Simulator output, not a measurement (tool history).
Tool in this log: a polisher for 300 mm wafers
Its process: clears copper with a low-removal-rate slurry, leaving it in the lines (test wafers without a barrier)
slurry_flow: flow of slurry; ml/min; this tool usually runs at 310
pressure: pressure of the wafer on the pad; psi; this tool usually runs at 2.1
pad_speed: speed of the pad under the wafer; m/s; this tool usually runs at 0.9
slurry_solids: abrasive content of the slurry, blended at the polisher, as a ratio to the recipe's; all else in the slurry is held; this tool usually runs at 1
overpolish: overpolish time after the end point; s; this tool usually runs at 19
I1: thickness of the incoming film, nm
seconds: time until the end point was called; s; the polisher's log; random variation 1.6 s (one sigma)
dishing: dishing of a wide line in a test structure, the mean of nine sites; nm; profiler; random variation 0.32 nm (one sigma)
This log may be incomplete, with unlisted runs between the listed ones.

run 1 day=0 | slurry_flow=310 pressure=2.1 pad_speed=0.76 slurry_solids=1 overpolish=19 | I1=329.5 | seconds=197 dishing=13.9
-- day=0.496 slurry blender recalibrated
run 2 day=1.25 | slurry_flow=310 pressure=2.1 pad_speed=0.76 slurry_solids=1 overpolish=19 | I1=321.8 | seconds=197.5 dishing=12.8
run 3 day=2.7 | slurry_flow=310 pressure=2.1 pad_speed=0.9 slurry_solids=1 overpolish=19 | I1=329.1 | seconds=173.5 dishing=14.6
run 4 day=3.546 | slurry_flow=310 pressure=2.1 pad_speed=0.9 slurry_solids=1 overpolish=19 | I1=326.1 | seconds=173 dishing=13.9
-- day=4.646 head pressure recalibrated
run 5 day=4.85 | slurry_flow=310 pressure=2.1 pad_speed=0.9 slurry_solids=1 overpolish=19 | I1=324.9 | seconds=181.6 dishing=14.5
-- day=5.625 worn pad replaced by a new one
run 6 day=5.8 | slurry_flow=310 pressure=2.1 pad_speed=0.9 slurry_solids=1 overpolish=19 | I1=323.3 | seconds=161.3 dishing=14.8
run 7 day=6.838 | slurry_flow=310 pressure=2.1 pad_speed=0.9 slurry_solids=1 overpolish=19 | I1=324.6 | seconds=163.9 dishing=14.8
run 8 day=7.946 | slurry_flow=310 pressure=2.1 pad_speed=0.9 slurry_solids=1 overpolish=19 | I1=323.5 | seconds=164.9 dishing=14.4
run 9 day=11.292 | slurry_flow=310 pressure=2.1 pad_speed=0.9 slurry_solids=1 overpolish=19 | I1=325.2 | seconds=174.1 dishing=14.7
run 10 day=12.117 | slurry_flow=310 pressure=2.1 pad_speed=0.9 slurry_solids=1 overpolish=19 | I1=320.3 | seconds=178.6 dishing=13.7
-- day=12.662 slurry nozzle cleaned
-- day=13.196 worn pad replaced by a new one
run 11 day=13.217 | slurry_flow=310 pressure=2.1 pad_speed=0.9 slurry_solids=1 overpolish=12 | I1=327.3 | seconds=159.3 dishing=11.9
run 12 day=13.9 | slurry_flow=310 pressure=2.1 pad_speed=0.9 slurry_solids=1 overpolish=12 | I1=322.6 | seconds=157.8 dishing=11.8
-- day=14.279 slurry blender recalibrated
run 13 day=14.95 | slurry_flow=310 pressure=2.1 pad_speed=0.9 slurry_solids=1 overpolish=12 | I1=324.5 | seconds=159.5 dishing=11.5
run 14 day=16.221 | slurry_flow=310 pressure=2.1 pad_speed=0.9 slurry_solids=1 overpolish=14 | I1=322.5 | seconds=163.1 dishing=12.3
run 15 day=17.267 | slurry_flow=310 pressure=1.6 pad_speed=0.9 slurry_solids=1.2 overpolish=28 | I1=326.4 | seconds=203.2 dishing=15.4
run 16 day=18.729 | slurry_flow=310 pressure=2.1 pad_speed=0.9 slurry_solids=1 overpolish=19 | I1=324.5 | seconds=171.6 dishing=14.2
-- day=19.371 worn pad replaced by a new one
run 17 day=20.067 | slurry_flow=260 pressure=2.5 pad_speed=0.9 slurry_solids=1 overpolish=19 | I1=322 | seconds=146.9 dishing=15.3
run 18 day=21.342 | slurry_flow=200 pressure=1.9 pad_speed=0.9 slurry_solids=1 overpolish=19 | I1=322.3 | seconds=182.8 dishing=13.7
run 19 day=21.854 | slurry_flow=310 pressure=2.1 pad_speed=0.9 slurry_solids=1.25 overpolish=19 | I1=328.9 | seconds=159.5 dishing=15.1
run 20 day=22.492 | slurry_flow=310 pressure=2.4 pad_speed=1.08 slurry_solids=0.85 overpolish=19 | I1=324.1 | seconds=129.5 dishing=16.3
run 21 day=23.038 | slurry_flow=310 pressure=2.1 pad_speed=1.04 slurry_solids=1 overpolish=19 | I1=330.4 | seconds=149.6 dishing=14.9
-- day=23.758 head pressure recalibrated
run 22 day=24.554 | slurry_flow=310 pressure=2.1 pad_speed=0.9 slurry_solids=1 overpolish=16 | I1=328.7 | seconds=176.8 dishing=12.9
-- day=25.588 worn pad replaced by a new one
run 23 day=25.733 | slurry_flow=310 pressure=2.1 pad_speed=0.9 slurry_solids=1 overpolish=19 | I1=321.5 | seconds=161.4 dishing=14.8
run 24 day=26.325 | slurry_flow=310 pressure=2.1 pad_speed=1.08 slurry_solids=1 overpolish=19 | I1=329 | seconds=135.9 dishing=16.3
run 25 day=27.071 | slurry_flow=310 pressure=1.5 pad_speed=0.9 slurry_solids=1 overpolish=19 | I1=327.5 | seconds=210.9 dishing=13
-- day=27.45 slurry blender recalibrated
run 26 day=28.108 | slurry_flow=310 pressure=2.5 pad_speed=0.9 slurry_solids=1 overpolish=19 | I1=324.9 | seconds=141 dishing=16
run 27 day=29.412 | slurry_flow=310 pressure=2.1 pad_speed=0.9 slurry_solids=1 overpolish=19 | I1=318.8 | seconds=166 dishing=14.3
run 28 day=30.788 | slurry_flow=310 pressure=2.1 pad_speed=0.9 slurry_solids=1 overpolish=19 | I1=324.4 | seconds=169.8 dishing=14.5
-- day=31.746 worn pad replaced by a new one
run 29 day=31.896 | slurry_flow=310 pressure=2.1 pad_speed=1.2 slurry_solids=0.9 overpolish=19 | I1=319.3 | seconds=121.5 dishing=17.2

Alternative continuations, all from the tool just after run 29; predict every row:
run A day=31.917 | slurry_flow=310 pressure=2.1 pad_speed=0.9 slurry_solids=0.9 overpolish=19 | I1=331.1 | seconds=? dishing=?
run B day=31.917 | slurry_flow=230 pressure=2.1 pad_speed=1.1 slurry_solids=1 overpolish=19 | I1=331.1 | seconds=? dishing=?
run C day=31.917 | slurry_flow=345 pressure=1.8 pad_speed=1 slurry_solids=0.9 overpolish=19 | I1=331.1 | seconds=? dishing=?

run=A seconds=165.5 dishing=15.1
run=B seconds=135.5 dishing=16.5
run=C seconds=166.7 dishing=15
Without the tool's hidden state the same runs would have given:
run=A seconds=165.4 dishing=15.1
run=B seconds=135.3 dishing=16.5
run=C seconds=166.5 dishing=15
